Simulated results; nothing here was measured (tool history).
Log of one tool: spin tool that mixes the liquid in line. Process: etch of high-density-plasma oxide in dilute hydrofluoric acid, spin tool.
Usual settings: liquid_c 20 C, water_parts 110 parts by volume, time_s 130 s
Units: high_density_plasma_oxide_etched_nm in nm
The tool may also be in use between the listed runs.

run    hour  liquid_c  water_parts  time_s  read-back film thickness of the high-density-plasma oxide reference wafer, read on the same gauge (nm)  high_density_plasma_oxide_etched_nm
  1       0        20          140     130                                                                                                   30.03                                 4.72
  2    49.1        20          140     130                                                                                                   30.05                                 4.71
  3     120        20          110     130                                                                                                   29.98                                 6.31
  4   162.4        20          110     130                                                                                                   29.99                                 6.31
  5   231.2        20          110     130                                                                                                   30.03                                  6.3
  6     265        20          145     130                                                                                                   30.04                                 4.61
  7     299        20          145     130                                                                                                   29.98                                  4.6
  8   364.4        20          145     130                                                                                                   29.97                                 4.65
        485  -- thermometer replaced
  9   536.5        20          110     130                                                                                                   30.01                                 6.11
 10   696.5        20          110     130                                                                                                   30.02                                 6.22
 11   751.9        20          110     130                                                                                                   30.02                                 6.19
      766.9  -- gauge calibrated
 12   801.3        20          110     130                                                                                                   29.99                                 6.28
 13   858.7        17          110     130                                                                                                   30.04                                 5.55
 14     912      18.5          110      85                                                                                                      30                                 3.85
 15   960.9        22          110     130                                                                                                      30                                  6.8
 16   999.4        20          110     130                                                                                                   29.97                                 6.22
 17  1053.4      23.5          110     130                                                                                                   29.97                                 7.25
 18  1095.9        20          110     130                                                                                                   29.93                                 6.26
 19  1134.8      18.5          150     130                                                                                                   30.02                                 4.22
     1151.2  -- hydrofluoric acid flow meter replaced
 20  1195.4      22.5           80     200                                                                                                   30.02                                 14.3
 21  1240.5        20          110     130                                                                                                   29.96                                 5.92
 22  1276.2      23.5           80     130                                                                                                      30                                 9.71
 23  1338.3        22           80     175                                                                                                   30.02                                12.35
 24  1396.9        20          110     130                                                                                                   30.01                                 5.89
 25  1441.1      23.5           95     190                                                                                                   30.01                                11.66
 26  1507.1      18.5          145     195                                                                                                   30.03                                 6.17
 27  1541.9      23.5          145     170                                                                                                   30.01                                 6.55

Forecast each of these 4 alternatives for the next run:
  A  1542.4        20          110     130                                                                                                       ?                                    ?
  B  1542.4      22.5          110      75                                                                                                       ?                                    ?
  C  1542.4      18.5           65     205                                                                                                       ?                                    ?
  D  1542.4        20          150     205                                                                                                       ?                                    ?

run  read-back film thickness of the high-density-plasma oxide reference wafer, read on the same gauge (nm)  high_density_plasma_oxide_etched_nm
  A                                                                                                   29.96                                 5.99
  B                                                                                                   29.96                                 3.82
  C                                                                                                   29.96                                 15.8
  D                                                                                                   29.96                                 6.64
Without the tool's hidden state the same runs would have given:
run  high_density_plasma_oxide_etched_nm
  A                                 5.62
  B                                 3.58
  C                                14.81
  D                                 6.22
